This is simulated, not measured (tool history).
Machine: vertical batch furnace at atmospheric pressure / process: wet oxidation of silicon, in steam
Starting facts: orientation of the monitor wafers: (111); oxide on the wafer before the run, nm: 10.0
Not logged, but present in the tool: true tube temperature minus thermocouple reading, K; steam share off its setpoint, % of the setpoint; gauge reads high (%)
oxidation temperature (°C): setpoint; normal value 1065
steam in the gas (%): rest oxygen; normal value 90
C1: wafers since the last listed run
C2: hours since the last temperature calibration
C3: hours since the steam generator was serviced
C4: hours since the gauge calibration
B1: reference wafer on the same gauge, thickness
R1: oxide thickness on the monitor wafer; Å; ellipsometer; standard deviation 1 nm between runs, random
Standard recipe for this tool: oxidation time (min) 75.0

{"run": 1, "hour": 0.0, "oxidation temperature (°C)": 1079, "oxidation time (min)": 75.0, "steam in the gas (%)": 90, "C1": 0, "C2": 3878.9, "C3": 1272.7, "C4": 161.4, "B1": 690.94, "R1": 7058.7}
{"run": 2, "hour": 9.0, "oxidation temperature (°C)": 1079, "oxidation time (min)": 75.0, "steam in the gas (%)": 90, "C1": 121, "C2": 3887.9, "C3": 1281.7, "C4": 170.4, "B1": 691.02, "R1": 7064.1}
{"run": 3, "hour": 17.2, "oxidation temperature (°C)": 1065, "oxidation time (min)": 75.0, "steam in the gas (%)": 90, "C1": 110, "C2": 3896.1, "C3": 1289.9, "C4": 178.6, "B1": 691.14, "R1": 6706.7}
{"run": 4, "hour": 35.0, "oxidation temperature (°C)": 1065, "oxidation time (min)": 75.0, "steam in the gas (%)": 90, "C1": 239, "C2": 3913.9, "C3": 1307.7, "C4": 196.4, "B1": 690.9, "R1": 6686.7}
{"run": 5, "hour": 45.3, "oxidation temperature (°C)": 1065, "oxidation time (min)": 75.0, "steam in the gas (%)": 90, "C1": 138, "C2": 3924.2, "C3": 1318.0, "C4": 206.7, "B1": 690.75, "R1": 6722.1}
{"run": 6, "hour": 58.5, "oxidation temperature (°C)": 1065, "oxidation time (min)": 75.0, "steam in the gas (%)": 90, "C1": 177, "C2": 3937.4, "C3": 1331.2, "C4": 219.9, "B1": 691.31, "R1": 6704.8}
{"run": 7, "hour": 74.8, "oxidation temperature (°C)": 1065, "oxidation time (min)": 75.0, "steam in the gas (%)": 90, "C1": 219, "C2": 3953.7, "C3": 1347.5, "C4": 236.2, "B1": 690.82, "R1": 6704.5}
{"run": 8, "hour": 91.0, "oxidation temperature (°C)": 1065, "oxidation time (min)": 75.0, "steam in the gas (%)": 90, "C1": 218, "C2": 3969.9, "C3": 1363.7, "C4": 252.4, "B1": 691.12, "R1": 6695.5}
{"run": 9, "hour": 98.1, "oxidation temperature (°C)": 1065, "oxidation time (min)": 75.0, "steam in the gas (%)": 90, "C1": 95, "C2": 3977.0, "C3": 1370.8, "C4": 259.5, "B1": 690.96, "R1": 6684.3}
{"run": 10, "hour": 107.4, "oxidation temperature (°C)": 1065, "oxidation time (min)": 75.0, "steam in the gas (%)": 90, "C1": 125, "C2": 3986.3, "C3": 1380.1, "C4": 268.8, "B1": 691.33, "R1": 6691.5}
{"run": 11, "hour": 120.9, "oxidation temperature (°C)": 1065, "oxidation time (min)": 75.0, "steam in the gas (%)": 90, "C1": 181, "C2": 3999.8, "C3": 1393.6, "C4": 282.3, "B1": 690.96, "R1": 6677.3}
{"run": 12, "hour": 138.7, "oxidation temperature (°C)": 1077, "oxidation time (min)": 75.0, "steam in the gas (%)": 93, "C1": 239, "C2": 4017.6, "C3": 1411.4, "C4": 300.1, "B1": 691.02, "R1": 7119.9}
{"run": 13, "hour": 150.2, "oxidation temperature (°C)": 1065, "oxidation time (min)": 60.5, "steam in the gas (%)": 90, "C1": 154, "C2": 4029.1, "C3": 1422.9, "C4": 311.6, "B1": 690.77, "R1": 5929.3}
{"run": 14, "hour": 159.6, "oxidation temperature (°C)": 1065, "oxidation time (min)": 75.0, "steam in the gas (%)": 93, "C1": 126, "C2": 4038.5, "C3": 1432.3, "C4": 321.0, "B1": 691.07, "R1": 6807.1}
{"run": 15, "hour": 176.2, "oxidation temperature (°C)": 1065, "oxidation time (min)": 75.0, "steam in the gas (%)": 90, "C1": 223, "C2": 4055.1, "C3": 1448.9, "C4": 337.6, "B1": 691.18, "R1": 6656.2}
{"run": 16, "hour": 187.8, "oxidation temperature (°C)": 1045, "oxidation time (min)": 75.0, "steam in the gas (%)": 81, "C1": 156, "C2": 4066.7, "C3": 1460.5, "C4": 349.2, "B1": 691.13, "R1": 5810.5}
{"run": 17, "hour": 204.3, "oxidation temperature (°C)": 1065, "oxidation time (min)": 55.5, "steam in the gas (%)": 90, "C1": 222, "C2": 4083.2, "C3": 1477.0, "C4": 365.7, "B1": 691.25, "R1": 5646.4}
{"run": 18, "hour": 216.3, "oxidation temperature (°C)": 1065, "oxidation time (min)": 55.5, "steam in the gas (%)": 90, "C1": 161, "C2": 4095.2, "C3": 1489.0, "C4": 377.7, "B1": 690.97, "R1": 5636.9}
{"run": 19, "hour": 224.2, "oxidation temperature (°C)": 1065, "oxidation time (min)": 75.0, "steam in the gas (%)": 90, "C1": 106, "C2": 4103.1, "C3": 1496.9, "C4": 385.6, "B1": 691.0, "R1": 6665.1}
{"run": 20, "hour": 232.4, "oxidation temperature (°C)": 1079, "oxidation time (min)": 75.0, "steam in the gas (%)": 90, "C1": 110, "C2": 4111.3, "C3": 1505.1, "C4": 393.8, "B1": 691.02, "R1": 6994.8}
{"run": 21, "hour": 242.4, "oxidation temperature (°C)": 1054, "oxidation time (min)": 75.0, "steam in the gas (%)": 90, "C1": 134, "C2": 4121.3, "C3": 1515.1, "C4": 403.8, "B1": 691.1, "R1": 6357.1}
{"run": 22, "hour": 288.9, "oxidation temperature (°C)": 1056, "oxidation time (min)": 41.0, "steam in the gas (%)": 82, "C1": 626, "C2": 4167.8, "C3": 1561.6, "C4": 450.3, "B1": 690.89, "R1": 4319.0}
{"run": 23, "hour": 299.8, "oxidation temperature (°C)": 1058, "oxidation time (min)": 54.0, "steam in the gas (%)": 96, "C1": 146, "C2": 4178.7, "C3": 1572.5, "C4": 461.2, "B1": 691.12, "R1": 5562.1}
{"run": 24, "hour": 316.4, "oxidation temperature (°C)": 1065, "oxidation time (min)": 89.5, "steam in the gas (%)": 97, "C1": 223, "C2": 4195.3, "C3": 1589.1, "C4": 477.8, "B1": 690.94, "R1": 7611.1}
{"hour": 325.8, "done": "gauge calibrated"}
{"hour": 341.9, "done": "thermocouples replaced and temperature profile calibrated"}
{"run": 25, "hour": 342.4, "oxidation temperature (°C)": 1088, "oxidation time (min)": 40.5, "steam in the gas (%)": 79, "C1": 26, "C2": 0.5, "C3": 1615.1, "C4": 16.6, "B1": 691.06, "R1": 4784.6}
{"run": 26, "hour": 346.8, "oxidation temperature (°C)": 1080, "oxidation time (min)": 75.0, "steam in the gas (%)": 95, "C1": 59, "C2": 4.9, "C3": 1619.5, "C4": 21.0, "B1": 690.86, "R1": 7185.1}
{"run": 27, "hour": 351.7, "oxidation temperature (°C)": 1050, "oxidation time (min)": 108.5, "steam in the gas (%)": 82, "C1": 65, "C2": 9.8, "C3": 1624.4, "C4": 25.9, "B1": 690.94, "R1": 7281.0}
{"hour": 377.1, "done": "steam generator serviced"}
{"run": 28, "hour": 377.6, "oxidation temperature (°C)": 1045, "oxidation time (min)": 89.5, "steam in the gas (%)": 78, "C1": 25, "C2": 35.7, "C3": 0.5, "C4": 51.8, "B1": 691.15, "R1": 6484.8}
{"run": 29, "hour": 418.1, "oxidation temperature (°C)": 1048, "oxidation time (min)": 75.0, "steam in the gas (%)": 81, "C1": 545, "C2": 76.2, "C3": 41.0, "C4": 92.3, "B1": 690.95, "R1": 6072.6}
{"run": 30, "hour": 435.7, "oxidation temperature (°C)": 1072, "oxidation time (min)": 37.5, "steam in the gas (%)": 80, "C1": 237, "C2": 93.8, "C3": 58.6, "C4": 109.9, "B1": 690.73, "R1": 4517.5}
{"run": 31, "hour": 445.4, "oxidation temperature (°C)": 1079, "oxidation time (min)": 105.0, "steam in the gas (%)": 94, "C1": 130, "C2": 103.5, "C3": 68.3, "C4": 119.6, "B1": 691.13, "R1": 8892.1}
{"run": 32, "hour": 456.7, "oxidation temperature (°C)": 1040, "oxidation time (min)": 75.0, "steam in the gas (%)": 96, "C1": 152, "C2": 114.8, "C3": 79.6, "C4": 130.9, "B1": 691.08, "R1": 6467.4}
{"run": 33, "hour": 497.7, "oxidation temperature (°C)": 1065, "oxidation time (min)": 75.0, "steam in the gas (%)": 87, "C1": 552, "C2": 155.8, "C3": 120.6, "C4": 171.9, "B1": 691.06, "R1": 6768.1}
{"run": 34, "hour": 514.3, "oxidation temperature (°C)": 1054, "oxidation time (min)": 109.0, "steam in the gas (%)": 80, "C1": 223, "C2": 172.4, "C3": 137.2, "C4": 188.5, "B1": 691.08, "R1": 7598.7}
{"run": 35, "hour": 522.0, "oxidation temperature (°C)": 1065, "oxidation time (min)": 75.0, "steam in the gas (%)": 90, "C1": 103, "C2": 180.1, "C3": 144.9, "C4": 196.2, "B1": 690.95, "R1": 6896.0}
{"run": 36, "hour": 535.4, "oxidation temperature (°C)": 1065, "oxidation time (min)": 75.0, "steam in the gas (%)": 90, "C1": 180, "C2": 193.5, "C3": 158.3, "C4": 209.6, "B1": 690.96, "R1": 6880.1}
{"run": 37, "hour": 542.9, "oxidation temperature (°C)": 1065, "oxidation time (min)": 75.0, "steam in the gas (%)": 90, "C1": 101, "C2": 201.0, "C3": 165.8, "C4": 217.1, "B1": 691.15, "R1": 6885.6}

Consider 3 possible next runs. They are alternatives, not a sequence: every one starts from the tool as it was left by run 37. What does each give?
{"run": "A", "hour": 547.4, "oxidation temperature (°C)": 1065, "oxidation time (min)": 75.0, "steam in the gas (%)": 90, "C1": 60, "C2": 205.5, "C3": 170.3, "C4": 221.6, "B1": "?", "R1": "?"}
{"run": "B", "hour": 547.4, "oxidation temperature (°C)": 1058, "oxidation time (min)": 105.0, "steam in the gas (%)": 87, "C1": 60, "C2": 205.5, "C3": 170.3, "C4": 221.6, "B1": "?", "R1": "?"}
{"run": "C", "hour": 547.4, "oxidation temperature (°C)": 1050, "oxidation time (min)": 75.0, "steam in the gas (%)": 80, "C1": 60, "C2": 205.5, "C3": 170.3, "C4": 221.6, "B1": "?", "R1": "?"}

run=A B1=691.06 R1=6892.3
run=B B1=691.06 R1=7920.9
run=C B1=691.06 R1=6088.0
With no hidden state in the tool, these same runs would have given:
run=A R1=6911.7
run=B R1=7943.1
run=C R1=6105.6
